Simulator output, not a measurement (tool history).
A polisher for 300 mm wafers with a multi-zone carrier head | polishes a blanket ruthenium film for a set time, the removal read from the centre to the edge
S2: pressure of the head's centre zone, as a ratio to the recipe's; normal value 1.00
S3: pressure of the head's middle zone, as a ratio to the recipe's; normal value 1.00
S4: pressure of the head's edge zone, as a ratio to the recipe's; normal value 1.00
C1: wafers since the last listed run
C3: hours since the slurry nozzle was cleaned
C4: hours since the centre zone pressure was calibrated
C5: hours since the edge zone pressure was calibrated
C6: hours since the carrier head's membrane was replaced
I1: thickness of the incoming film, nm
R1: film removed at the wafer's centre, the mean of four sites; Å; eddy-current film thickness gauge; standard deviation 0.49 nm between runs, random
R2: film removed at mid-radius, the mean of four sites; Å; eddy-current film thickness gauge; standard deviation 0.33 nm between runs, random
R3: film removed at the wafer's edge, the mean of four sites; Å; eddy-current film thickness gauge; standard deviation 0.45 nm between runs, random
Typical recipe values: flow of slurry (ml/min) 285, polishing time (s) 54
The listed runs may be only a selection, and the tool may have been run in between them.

Run 1, hour 0.0: usual settings but S4 0.97; C1 0; wafers polished on this pad 1560; C3 672.7; C4 405.8; C5 174.8; C6 1110.2; I1 313.4. Result: R1 442 Å, R2 469 Å, R3 452 Å.
Run 2, hour 49.9: usual settings but S4 0.97; C1 365; wafers polished on this pad 1926; C3 722.6; C4 455.7; C5 224.7; C6 1160.1; I1 309.5. Result: R1 447 Å, R2 466 Å, R3 459 Å.
Run 3, hour 110.0: usual settings; C1 440; wafers polished on this pad 2366; C3 782.7; C4 515.8; C5 284.8; C6 1220.2; I1 315.3. Result: R1 442 Å, R2 460 Å, R3 462 Å.
At hour 148.4: worn pad replaced by a new one.
Run 4, hour 150.6: usual settings but polishing time (s) 48; C1 268; wafers polished on this pad 16; C3 823.3; C4 556.4; C5 325.4; C6 1260.8; I1 306.7. Result: R1 399 Å, R2 413 Å, R3 407 Å.
At hour 190.6: slurry nozzle cleaned.
Run 5, hour 221.4: usual settings but S2 0.90, polishing time (s) 68; C1 511; wafers polished on this pad 527; C3 30.8; C4 627.2; C5 396.2; C6 1331.6; I1 309.8. Result: R1 500 Å, R2 586 Å, R3 584 Å.
Run 6, hour 250.6: usual settings but flow of slurry (ml/min) 360, S2 0.92; C1 214; wafers polished on this pad 741; C3 60.0; C4 656.4; C5 425.4; C6 1360.8; I1 309.8. Result: R1 407 Å, R2 467 Å, R3 468 Å.
At hour 256.7: carrier head's membrane replaced by a new one.
At hour 269.0: edge zone pressure recalibrated.
Run 7, hour 290.3: usual settings but flow of slurry (ml/min) 385, S2 0.89, S3 0.88, S4 1.11; C1 239; wafers polished on this pad 981; C3 99.7; C4 696.1; C5 21.3; C6 33.6; I1 312.1. Result: R1 398 Å, R2 421 Å, R3 492 Å.
Run 8, hour 327.1: usual settings but polishing time (s) 69; C1 269; wafers polished on this pad 1251; C3 136.5; C4 732.9; C5 58.1; C6 70.4; I1 303.9. Result: R1 565 Å, R2 593 Å, R3 589 Å.
Run 9, hour 358.1: usual settings but flow of slurry (ml/min) 245, polishing time (s) 45; C1 227; wafers polished on this pad 1478; C3 167.5; C4 763.9; C5 89.1; C6 101.4; I1 307.5. Result: R1 366 Å, R2 384 Å, R3 381 Å.
Run 10, hour 402.9: usual settings but S4 0.91, polishing time (s) 68; C1 328; wafers polished on this pad 1807; C3 212.3; C4 808.7; C5 133.9; C6 146.2; I1 308.5. Result: R1 554 Å, R2 586 Å, R3 568 Å.
At hour 425.9: centre zone pressure recalibrated.
Run 11, hour 446.3: usual settings but flow of slurry (ml/min) 245, S2 1.03; C1 303; wafers polished on this pad 2110; C3 255.7; C4 20.4; C5 177.3; C6 189.6; I1 317.1. Result: R1 466 Å, R2 459 Å, R3 466 Å.
Run 12, hour 507.6: usual settings but S4 1.07; C1 449; wafers polished on this pad 2559; C3 317.0; C4 81.7; C5 238.6; C6 250.9; I1 314.0. Result: R1 453 Å, R2 461 Å, R3 478 Å.

What does the tool deliver on the next run?
Run 13, hour 541.3: usual settings but S4 0.91, polishing time (s) 43; C1 247; wafers polished on this pad 2806; C3 350.7; C4 115.4; C5 272.3; C6 284.6; I1 313.6. Result: R1 ?, R2 ?, R3 ?.

{"run 13": {"R1": 362, "R2": 372, "R3": 356}}
With no hidden state in the tool, this same run would have given R1 365 Å, R2 372 Å, R3 356 Å.
